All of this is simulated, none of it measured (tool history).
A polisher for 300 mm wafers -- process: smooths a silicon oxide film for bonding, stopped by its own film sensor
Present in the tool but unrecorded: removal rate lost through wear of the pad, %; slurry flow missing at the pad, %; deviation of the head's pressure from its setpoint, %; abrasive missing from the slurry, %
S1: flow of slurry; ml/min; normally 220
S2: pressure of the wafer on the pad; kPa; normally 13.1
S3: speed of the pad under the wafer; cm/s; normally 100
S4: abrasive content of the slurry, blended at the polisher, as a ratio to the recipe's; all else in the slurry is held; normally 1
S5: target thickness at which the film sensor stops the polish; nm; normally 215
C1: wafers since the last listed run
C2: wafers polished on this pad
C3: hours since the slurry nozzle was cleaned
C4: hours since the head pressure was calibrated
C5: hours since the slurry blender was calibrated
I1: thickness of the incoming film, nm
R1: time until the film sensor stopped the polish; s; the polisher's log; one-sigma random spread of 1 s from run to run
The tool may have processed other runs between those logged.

run	hour	S1	S2	S3	S4	S5	C1	C2	C3	C4	C5	I1	R1
1	0	220	13.1	100	1	215	0	766	466.4	504.2	281.5	264.3	63.6
# hour 6.9: slurry blender recalibrated
2	17.9	195	13.1	100	1	215	210	977	484.3	522.1	11	258.6	60.6
# hour 27.9: worn pad replaced by a new one
3	33	220	13.1	100	1	215	147	67	499.4	537.2	26.1	263.8	60.4
4	48.1	200	13.1	100	1	215	200	268	514.5	552.3	41.2	263	60.2
5	58.4	200	13.1	100	1	215	136	404	524.8	562.6	51.5	255.4	50.3
6	71.8	200	13.1	100	1	215	177	582	538.2	576	64.9	256.9	52.7
7	79.8	250	13.1	100	1	215	106	688	546.2	584	72.9	261	59.2
8	87.5	220	13.1	100	1	206	102	790	553.9	591.7	80.6	261.7	75.2
9	103	220	13.1	100	1	206	205	996	569.4	607.2	96.1	259	68.4
10	114.3	220	13.1	100	1	206	149	1146	580.7	618.5	107.4	265.2	79.4
11	121.7	220	13.1	100	1	215	98	1244	588.1	625.9	114.8	261.1	65
# hour 132.2: worn pad replaced by a new one
12	138.6	220	13.1	100	1	215	171	84	605	642.8	131.7	260.1	54.4
13	147.6	220	13.1	100	1	215	119	204	614	651.8	140.7	262.9	57.5
14	157.9	220	13.1	100	1	215	136	340	624.3	662.1	151	263.9	60.9
15	165.6	220	17.2	126	1	215	102	442	632	669.8	158.7	258.7	33.6
16	181.1	220	17.2	118	1	215	205	648	647.5	685.3	174.2	260.3	37.8
17	199.1	220	9.7	100	0.8	219	238	887	665.5	703.3	192.2	261.8	80.6
# hour 202.8: head pressure recalibrated
18	210.9	220	15.9	130	1	228	129	1017	677.3	8.1	204	258.7	27.6
19	220.8	220	13.1	100	1	215	131	1148	687.2	18	213.9	262.7	64.4
# hour 229.5: worn pad replaced by a new one
20	235.2	220	13.1	100	1.25	215	137	75	701.6	32.4	228.3	256.1	44.2

The next listed run, before its measurement:
# hour 239.8: slurry nozzle cleaned
21	252.9	220	8.3	100	1	206	221	296	13.1	50.1	246	264.6	?

Run 21 produced R1 112.7 s.
If the tool had no hidden condition, the same run with the same run-to-run variation would have returned R1 107.9 s.

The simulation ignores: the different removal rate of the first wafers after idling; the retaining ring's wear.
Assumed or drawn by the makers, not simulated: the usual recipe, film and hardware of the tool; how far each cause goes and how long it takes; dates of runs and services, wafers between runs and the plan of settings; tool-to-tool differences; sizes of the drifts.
